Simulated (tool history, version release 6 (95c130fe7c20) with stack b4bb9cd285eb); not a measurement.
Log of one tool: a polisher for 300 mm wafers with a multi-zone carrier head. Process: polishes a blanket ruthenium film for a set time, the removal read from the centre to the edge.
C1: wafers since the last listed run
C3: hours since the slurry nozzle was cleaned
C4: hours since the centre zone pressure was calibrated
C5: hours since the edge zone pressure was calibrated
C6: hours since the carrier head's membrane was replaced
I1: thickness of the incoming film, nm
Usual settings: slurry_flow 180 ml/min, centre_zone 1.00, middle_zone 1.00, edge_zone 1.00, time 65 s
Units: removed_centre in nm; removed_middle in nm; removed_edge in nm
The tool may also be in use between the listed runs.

run 1 day=0.000 | slurry_flow=180 centre_zone=1.00 middle_zone=1.00 edge_zone=0.96 time=65 | C1=0 wafers_polished_on_this_pad=106 C3=393.5 C4=225.1 C5=207.8 C6=1281.6 | I1=334.6 | removed_centre=67.7 removed_middle=66.9 removed_edge=65.6
run 2 day=1.283 | slurry_flow=180 centre_zone=1.00 middle_zone=1.00 edge_zone=1.00 time=65 | C1=166 wafers_polished_on_this_pad=272 C3=424.3 C4=255.9 C5=238.6 C6=1312.4 | I1=334.3 | removed_centre=67.7 removed_middle=66.4 removed_edge=65.6
run 3 day=3.779 | slurry_flow=180 centre_zone=1.00 middle_zone=1.00 edge_zone=1.00 time=65 | C1=324 wafers_polished_on_this_pad=597 C3=484.2 C4=315.8 C5=298.5 C6=1372.3 | I1=328.7 | removed_centre=66.0 removed_middle=64.2 removed_edge=64.9
run 4 day=5.479 | slurry_flow=180 centre_zone=1.00 middle_zone=1.00 edge_zone=1.00 time=65 | C1=220 wafers_polished_on_this_pad=818 C3=525.0 C4=356.6 C5=339.3 C6=1413.1 | I1=336.5 | removed_centre=64.5 removed_middle=62.5 removed_edge=62.8
-- day=6.171 worn pad replaced by a new one
run 5 day=7.225 | slurry_flow=180 centre_zone=0.92 middle_zone=1.00 edge_zone=1.07 time=65 | C1=205 wafers_polished_on_this_pad=136 C3=566.9 C4=398.5 C5=381.2 C6=1455.0 | I1=326.7 | removed_centre=61.4 removed_middle=66.9 removed_edge=67.1
run 6 day=9.996 | slurry_flow=180 centre_zone=0.92 middle_zone=1.00 edge_zone=1.07 time=65 | C1=360 wafers_polished_on_this_pad=496 C3=633.4 C4=465.0 C5=447.7 C6=1521.5 | I1=323.0 | removed_centre=60.1 removed_middle=64.0 removed_edge=66.4
run 7 day=12.312 | slurry_flow=180 centre_zone=1.00 middle_zone=1.00 edge_zone=1.00 time=65 | C1=301 wafers_polished_on_this_pad=797 C3=689.0 C4=520.6 C5=503.3 C6=1577.1 | I1=332.4 | removed_centre=62.5 removed_middle=62.2 removed_edge=60.8
-- day=13.792 edge zone pressure recalibrated
run 8 day=14.396 | slurry_flow=180 centre_zone=1.00 middle_zone=1.00 edge_zone=1.00 time=65 | C1=259 wafers_polished_on_this_pad=1057 C3=739.0 C4=570.6 C5=14.5 C6=1627.1 | I1=327.0 | removed_centre=59.7 removed_middle=59.2 removed_edge=58.4
-- day=14.708 worn pad replaced by a new one
-- day=16.442 carrier head's membrane replaced by a new one
run 9 day=16.462 | slurry_flow=180 centre_zone=1.00 middle_zone=1.00 edge_zone=1.00 time=65 | C1=219 wafers_polished_on_this_pad=200 C3=788.6 C4=620.2 C5=64.1 C6=0.5 | I1=325.2 | removed_centre=65.4 removed_middle=66.0 removed_edge=64.8
run 10 day=17.921 | slurry_flow=180 centre_zone=1.00 middle_zone=1.00 edge_zone=1.00 time=65 | C1=189 wafers_polished_on_this_pad=390 C3=823.6 C4=655.2 C5=99.1 C6=35.5 | I1=325.0 | removed_centre=65.3 removed_middle=66.4 removed_edge=65.3
-- day=18.212 centre zone pressure recalibrated
run 11 day=19.329 | slurry_flow=180 centre_zone=1.00 middle_zone=0.88 edge_zone=0.92 time=81 | C1=172 wafers_polished_on_this_pad=562 C3=857.4 C4=26.8 C5=132.9 C6=69.3 | I1=330.1 | removed_centre=81.0 removed_middle=74.0 removed_edge=79.1
run 12 day=20.688 | slurry_flow=180 centre_zone=1.00 middle_zone=0.92 edge_zone=0.96 time=65 | C1=176 wafers_polished_on_this_pad=739 C3=890.0 C4=59.4 C5=165.5 C6=101.9 | I1=330.8 | removed_centre=65.5 removed_middle=59.2 removed_edge=61.1
-- day=20.850 slurry nozzle cleaned
-- day=22.758 worn pad replaced by a new one
run 13 day=22.779 | slurry_flow=180 centre_zone=1.00 middle_zone=1.00 edge_zone=1.00 time=65 | C1=244 wafers_polished_on_this_pad=2 C3=46.3 C4=109.6 C5=215.7 C6=152.1 | I1=328.2 | removed_centre=67.9 removed_middle=69.1 removed_edge=68.1
run 14 day=24.750 | slurry_flow=180 centre_zone=1.00 middle_zone=1.00 edge_zone=1.00 time=53 | C1=256 wafers_polished_on_this_pad=258 C3=93.6 C4=156.9 C5=263.0 C6=199.4 | I1=328.4 | removed_centre=54.9 removed_middle=54.3 removed_edge=53.5
run 15 day=25.992 | slurry_flow=180 centre_zone=1.00 middle_zone=1.06 edge_zone=0.94 time=65 | C1=161 wafers_polished_on_this_pad=420 C3=123.4 C4=186.7 C5=292.8 C6=229.2 | I1=330.6 | removed_centre=68.3 removed_middle=68.3 removed_edge=64.3
run 16 day=28.012 | slurry_flow=180 centre_zone=1.00 middle_zone=1.07 edge_zone=1.03 time=65 | C1=262 wafers_polished_on_this_pad=682 C3=171.9 C4=235.2 C5=341.3 C6=277.7 | I1=330.3 | removed_centre=65.9 removed_middle=67.0 removed_edge=64.5
-- day=30.883 worn pad replaced by a new one
run 17 day=30.904 | slurry_flow=180 centre_zone=1.00 middle_zone=0.92 edge_zone=0.96 time=65 | C1=354 wafers_polished_on_this_pad=2 C3=241.3 C4=304.6 C5=410.7 C6=347.1 | I1=327.9 | removed_centre=66.0 removed_middle=63.0 removed_edge=66.3
-- day=30.996 edge zone pressure recalibrated
run 18 day=33.112 | slurry_flow=180 centre_zone=1.11 middle_zone=1.11 edge_zone=0.92 time=65 | C1=276 wafers_polished_on_this_pad=278 C3=294.3 C4=357.6 C5=50.8 C6=400.1 | I1=328.8 | removed_centre=75.1 removed_middle=71.4 removed_edge=63.3
run 19 day=35.967 | slurry_flow=180 centre_zone=1.00 middle_zone=1.00 edge_zone=1.00 time=65 | C1=370 wafers_polished_on_this_pad=649 C3=362.8 C4=426.1 C5=119.3 C6=468.6 | I1=329.3 | removed_centre=64.7 removed_middle=63.7 removed_edge=63.9
-- day=37.600 worn pad replaced by a new one
run 20 day=38.154 | slurry_flow=230 centre_zone=1.00 middle_zone=1.07 edge_zone=1.05 time=75 | C1=262 wafers_polished_on_this_pad=71 C3=415.3 C4=478.6 C5=171.8 C6=521.1 | I1=336.2 | removed_centre=80.9 removed_middle=83.3 removed_edge=81.2

The tool's hidden state at each run:
slurry flow missing at the pad, %: 0 in every run
deviation of the centre zone's pressure from its setpoint, %: 0 in every run
deviation of the edge zone's pressure from its setpoint, %: 0 in every run
H1: removal rate lost through wear of the pad, %
run=1 H1=0.441
run=2 H1=1.02
run=3 H1=3.6
run=4 H1=6.46
run=5 H1=1.71
run=6 H1=3.8
run=7 H1=7.37
run=8 H1=12
run=9 H1=1.12
run=10 H1=2.24
run=11 H1=3.94
run=12 H1=6.17
run=13 H1=0.0449
run=14 H1=0.657
run=15 H1=1.66
run=16 H1=4.31
run=17 H1=0.398
run=18 H1=1.17
run=19 H1=4.39
run=20 H1=0.404
